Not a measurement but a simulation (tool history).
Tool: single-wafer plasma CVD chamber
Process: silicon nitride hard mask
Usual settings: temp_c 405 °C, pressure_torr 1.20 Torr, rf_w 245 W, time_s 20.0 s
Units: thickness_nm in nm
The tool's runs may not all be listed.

run,hour,temp_c,pressure_torr,rf_w,time_s,"read-back reference wafer on the same gauge, thickness_nm",thickness_nm
1,0.0,405,1.20,245,19.0,19.717,15.760
2,49.9,405,1.20,245,19.0,19.704,15.769
3,121.8,405,1.20,245,20.0,19.725,16.432
4,175.0,405,1.20,245,20.0,19.710,16.430
5,215.5,405,1.20,245,22.9,19.699,18.843
6,245.4,405,1.20,245,22.9,19.681,18.818
7,312.9,405,1.20,245,20.0,19.711,16.117
8,339.5,405,1.38,265,20.0,19.722,18.306
9,395.6,405,0.95,245,16.1,19.682,11.446
10,461.7,405,1.20,245,20.0,19.665,16.396
11,497.0,405,1.20,245,20.0,19.698,16.192
# hour 515.7: showerhead replaced
# hour 520.5: RF generator calibrated
12,523.8,405,1.20,245,20.0,19.683,17.017
13,580.0,399,1.20,290,22.1,19.726,20.624
14,624.2,397,1.20,245,18.4,19.659,15.507
15,680.1,405,1.20,245,18.7,19.727,15.757
# hour 708.7: gauge calibrated
# hour 721.7: thermocouple changed; heater temperature recalibrated
16,726.3,398,0.95,265,17.4,19.724,13.371
17,774.7,405,1.20,245,20.0,19.707,16.743
18,844.4,405,1.38,245,20.0,19.677,18.012
19,873.2,405,1.46,245,17.7,19.692,16.120
20,902.6,405,1.20,245,20.0,19.676,16.746
21,943.5,405,1.20,245,16.0,19.726,13.341
22,982.6,419,1.20,245,20.0,19.696,16.464
23,1029.4,405,1.36,280,20.0,19.702,19.266
24,1086.5,405,1.20,245,22.4,19.713,19.054
25,1137.6,405,1.20,245,20.0,19.704,16.611
26,1208.0,414,1.20,245,20.0,19.694,16.524
27,1256.7,405,1.20,245,22.8,19.708,18.975
28,1298.1,419,1.31,245,20.0,19.686,17.321
29,1353.3,405,1.20,245,20.0,19.672,16.873

Forecast each of these 4 alternatives for the next run:
A,1353.7,411,1.20,245,20.0,?,?
B,1353.7,410,1.44,245,22.5,?,?
C,1353.7,405,1.20,200,16.8,?,?
D,1353.7,415,1.20,220,20.0,?,?

run,"read-back reference wafer on the same gauge, thickness_nm",thickness_nm
A,19.725,16.737
B,19.725,20.459
C,19.725,12.569
D,19.725,15.712
Without the tool's hidden state the same runs would have given:
run,thickness_nm
A,16.982
B,20.759
C,12.763
D,15.954
